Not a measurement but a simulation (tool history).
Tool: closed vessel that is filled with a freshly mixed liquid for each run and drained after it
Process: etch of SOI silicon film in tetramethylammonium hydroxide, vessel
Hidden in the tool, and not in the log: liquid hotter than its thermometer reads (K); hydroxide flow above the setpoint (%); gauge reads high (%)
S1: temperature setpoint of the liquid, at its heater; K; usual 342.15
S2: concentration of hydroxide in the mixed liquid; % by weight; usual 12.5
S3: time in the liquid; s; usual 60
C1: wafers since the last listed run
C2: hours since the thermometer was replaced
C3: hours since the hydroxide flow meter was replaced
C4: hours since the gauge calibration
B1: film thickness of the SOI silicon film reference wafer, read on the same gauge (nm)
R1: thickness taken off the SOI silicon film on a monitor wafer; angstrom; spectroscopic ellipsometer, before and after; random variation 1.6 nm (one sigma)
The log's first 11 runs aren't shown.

run	hour	S1	S2	S3	C1	C2	C3	C4	B1	R1
12	1064.6	342.15	12.5	60	12378	202.4	1498	1300.9	40.04	3467.9
13	1158.5	342.15	10.5	60	10853	296.3	1591.9	1394.8	40.02	3761.9
14	1218.3	342.15	10.5	60	6911	356.1	1651.7	1454.6	39.97	3723.3
# hour 1229.1: gauge calibrated
15	1276.2	342.15	12.5	60	6692	414	1709.6	47.1	40	3475.7
# hour 1277.8: hydroxide flow meter replaced
16	1322.2	342.15	12.5	60	5201	460	44.4	93.1	39.99	3585.5
17	1370.3	342.15	12.5	45	5559	508.1	92.5	141.2	40.01	2671.7
18	1419.1	339.65	11	75	5640	556.9	141.3	190	40.03	4028.6
# hour 1506.2: thermometer replaced
19	1509.4	336.15	12.5	60	10321	3.2	231.6	280.3	39.99	2471.6
20	1579.4	339.15	15.5	30	8090	73.2	301.6	350.3	39.98	1351.1
21	1637.9	338.65	12.5	60	6761	131.7	360.1	408.8	40.01	2890.5
22	1720	336.65	12.5	60	9489	213.8	442.2	490.9	40.03	2542.9
23	1775.7	350.15	15.5	60	6437	269.5	497.9	546.6	40	5085.2
24	1900	342.15	12.5	60	14366	393.8	622.2	670.9	39.98	3563.7
25	1941.4	340.15	9	45	4785	435.2	663.6	712.3	39.98	2670.1
26	2029.6	342.15	12.5	60	10194	523.4	751.8	800.5	39.98	3548.2
27	2130.4	346.15	14.5	40	11650	624.2	852.6	901.3	39.96	2765.6
# hour 2200.1: thermometer replaced
28	2214.6	348.15	12.5	45	9616	14.5	936.8	985.5	40.04	3720
29	2259.7	342.15	12.5	70	5212	59.6	981.9	1030.6	39.97	4103.2
30	2345.5	338.15	9	60	9916	145.4	1067.7	1116.4	40.01	3128.5
31	2431.2	342.15	12.5	60	9905	231.1	1153.4	1202.1	40	3525.4
32	2536.1	337.65	12.5	95	12124	336	1258.3	1307	40.04	4246.3
33	2617.1	346.15	11	30	9362	417	1339.3	1388	40.03	2325.5
34	2694.5	345.65	12.5	95	8946	494.4	1416.7	1465.4	40.02	6779.5
35	2767.1	337.15	9.5	75	8391	567	1489.3	1538	39.99	3611.7

3 ways to go on from here, each from the tool as it stands after run 35. What would each give?
A	2767.8	342.15	12.5	60	80	567.7	1490	1538.7	?	?
B	2767.8	342.15	16.5	60	80	567.7	1490	1538.7	?	?
C	2767.8	337.15	14.5	50	80	567.7	1490	1538.7	?	?

run	B1	R1
A	40.03	3479
B	40.03	3093.3
C	40.03	2000.7
Without the tool's hidden state the same runs would have given:
run	R1
A	3575.5
B	3164.6
C	2056.1

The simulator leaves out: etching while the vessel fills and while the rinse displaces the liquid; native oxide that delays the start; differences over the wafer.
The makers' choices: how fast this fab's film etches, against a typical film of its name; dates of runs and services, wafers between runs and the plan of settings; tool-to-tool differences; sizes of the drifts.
